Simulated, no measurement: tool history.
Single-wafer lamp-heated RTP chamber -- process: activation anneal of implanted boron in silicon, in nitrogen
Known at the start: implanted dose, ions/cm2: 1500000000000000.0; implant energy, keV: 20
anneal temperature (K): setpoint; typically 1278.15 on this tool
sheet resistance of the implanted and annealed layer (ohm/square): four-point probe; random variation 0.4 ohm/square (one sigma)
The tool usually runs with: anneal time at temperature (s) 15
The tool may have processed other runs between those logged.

run,hour,anneal temperature (K),anneal time at temperature (s),wafers since the last listed run,wafers since the last pyrometer calibration,wafers since the reflector plate was cleaned,hours since the gauge calibration,"read-back reference wafer on the same gauge, sheet resistance",sheet resistance of the implanted and annealed layer (ohm/square)
1,0,1288.15,13,0,1911,3351,910.3,92.6,83.5
2,33.5,1288.15,13,287,2199,3639,943.8,92.57,83.21
3,92.4,1288.15,13,505,2704,4145,1002.7,92.28,83.03
4,149.5,1278.15,15,490,3195,4635,1059.8,92.49,85.17
5,214.7,1278.15,15,560,3755,5195,1125,92.48,84.36
6,258.3,1285.15,10,374,4129,5570,1168.6,92.45,84.07
7,291.6,1285.15,10,286,4415,5856,1201.9,92.47,84.4
# hour 330.5: reflector plate cleaned
8,330.8,1257.15,20,267,4683,2,1241.1,92.51,93.06
# hour 369.3: pyrometer window cleaned and pyrometer calibrated
9,380.2,1278.15,15,355,93,358,1290.5,92.34,85.49
10,420.6,1278.15,11,346,440,705,1330.9,92.52,86.82
# hour 439.6: gauge calibrated
11,482.8,1278.15,15,534,974,1239,43.2,92.56,84.83
12,548.2,1278.15,15,561,1536,1801,108.6,92.41,85.6
13,590.5,1278.15,15,363,1899,2164,150.9,92.58,85.42
14,640,1297.15,15,425,2325,2589,200.4,92.48,81.68
15,686.1,1287.15,11,395,2721,2985,246.5,92.45,83.57
16,747.1,1295.15,9,523,3245,3509,307.5,92.46,82.73
17,808.2,1253.15,8,524,3769,4034,368.6,92.45,96.75
# hour 875: reflector plate cleaned
18,875.5,1260.15,6,509,4279,4,435.9,92.35,97.04
19,929,1294.15,21,459,4738,463,489.4,92.5,81.44
# hour 951.7: pyrometer window cleaned and pyrometer calibrated
20,965.8,1303.15,22,247,121,711,526.2,92.73,80.87
21,1018.9,1250.15,8,456,577,1167,579.3,92.52,100.82
22,1053.9,1278.15,15,300,877,1468,614.3,92.47,85.87
23,1097.1,1290.15,21,371,1248,1839,657.5,92.51,82.31
24,1156.9,1307.15,15,513,1762,2352,717.3,92.54,80.91

Take each entry between the runs: how does the hidden state at the last listed run before it differ from the hidden state at the first listed run after it?
In the gap between runs 7 and 8: reflector plate cleaned (hour 330.5)
  wafer temperature error from the tarnished reflector plate, K: 8.65 -> 0.795
  measured value less the no-hidden-state value, sheet resistance of the implanted and annealed layer (ohm/square): -1.89 -> -0.41
In the gap between runs 8 and 9: pyrometer window cleaned and pyrometer calibrated (hour 369.3)
  wafer temperature error from the tarnished reflector plate, K: 0.795 -> 2.55
  measured value less the no-hidden-state value, sheet resistance of the implanted and annealed layer (ohm/square): -0.41 -> -0.68
In the gap between runs 10 and 11: gauge calibrated (hour 439.6)
  wafer temperature error from the tarnished reflector plate, K: 3.7 -> 5.1
  measured value less the no-hidden-state value, sheet resistance of the implanted and annealed layer (ohm/square): -1.05 -> -1.31
In the gap between runs 17 and 18: reflector plate cleaned (hour 875)
  wafer temperature error from the tarnished reflector plate, K: 8.32 -> 1.32
  measured value less the no-hidden-state value, sheet resistance of the implanted and annealed layer (ohm/square): -6.12 -> -0.91
In the gap between runs 19 and 20: pyrometer window cleaned and pyrometer calibrated (hour 951.7)
  wafer temperature error from the tarnished reflector plate, K: 3.2 -> 4.24
  measured value less the no-hidden-state value, sheet resistance of the implanted and annealed layer (ohm/square): -0.48 -> -0.51

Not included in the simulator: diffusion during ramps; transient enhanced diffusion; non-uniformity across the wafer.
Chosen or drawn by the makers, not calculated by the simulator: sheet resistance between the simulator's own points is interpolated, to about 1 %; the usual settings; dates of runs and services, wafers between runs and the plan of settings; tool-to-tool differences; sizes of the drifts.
